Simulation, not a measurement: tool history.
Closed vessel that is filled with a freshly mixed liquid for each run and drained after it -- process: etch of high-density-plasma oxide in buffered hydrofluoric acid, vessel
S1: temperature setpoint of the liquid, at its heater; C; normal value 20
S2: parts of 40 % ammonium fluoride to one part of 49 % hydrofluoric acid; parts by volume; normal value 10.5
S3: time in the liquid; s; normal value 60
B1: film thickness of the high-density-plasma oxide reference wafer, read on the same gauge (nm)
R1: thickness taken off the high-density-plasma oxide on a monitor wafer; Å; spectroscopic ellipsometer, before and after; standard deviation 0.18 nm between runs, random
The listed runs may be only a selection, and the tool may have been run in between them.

run,hour,S1,S2,S3,B1,R1
1,0,20,12.5,60,109.97,523.7
2,6.4,20,12.5,60,110.02,527.4
3,22.7,20,12.5,60,109.97,525.2
4,36.7,20,10.5,60,110.01,608.8
5,50.8,20,10.5,60,109.96,610.2
6,66.9,20,10.5,80,110.03,810.7
7,80.1,20,10.5,80,110.03,804.7
8,86.9,22.5,10.5,60,110.02,696.6
9,99.4,22.5,10.5,60,110.01,696.1
10,116,22.5,10.5,60,110.02,695.3
11,131.8,20,10.5,60,110.03,603.2
# hour 133.8: thermometer replaced
12,146.2,20,10.5,60,109.96,678
13,156.4,23,10.5,60,110,797.6
14,171.7,17,10.5,75,109.97,711.3
# hour 180.9: gauge calibrated
# hour 181.3: hydrofluoric acid flow meter replaced
15,186.7,22.5,10.5,60,110.02,704.9
16,201.3,17,8,35,109.98,387.6
17,210.5,21.5,13.5,90,110.03,789
18,219.8,20,10.5,60,109.97,615.9
19,250.5,20,7.5,80,110.03,1117.2
20,258.1,17.5,9.5,85,109.98,813.8
21,267.5,17,12,75,110.03,566.4
22,281.8,17,10.5,60,110.03,518.4
23,288.9,20,7.5,35,109.99,491.9
24,297,24,10.5,35,110.05,446.4
25,312.9,20,13.5,75,110.04,600.3

Below are 5 alternative next runs, each starting from the tool's condition after run 25. Predict each:
A,313.6,20,6.5,60,?,?
B,313.6,23,7,60,?,?
C,313.6,20,13,35,?,?
D,313.6,23,13,95,?,?
E,313.6,18,7.5,35,?,?

run,B1,R1
A,109.97,960.9
B,109.97,1064.5
C,109.97,290.5
D,109.97,931.9
E,109.97,437.3
Without the tool's unlogged condition, the same runs would have read:
run,R1
A,978.6
B,1083.4
C,295.3
D,946.7
E,443.9
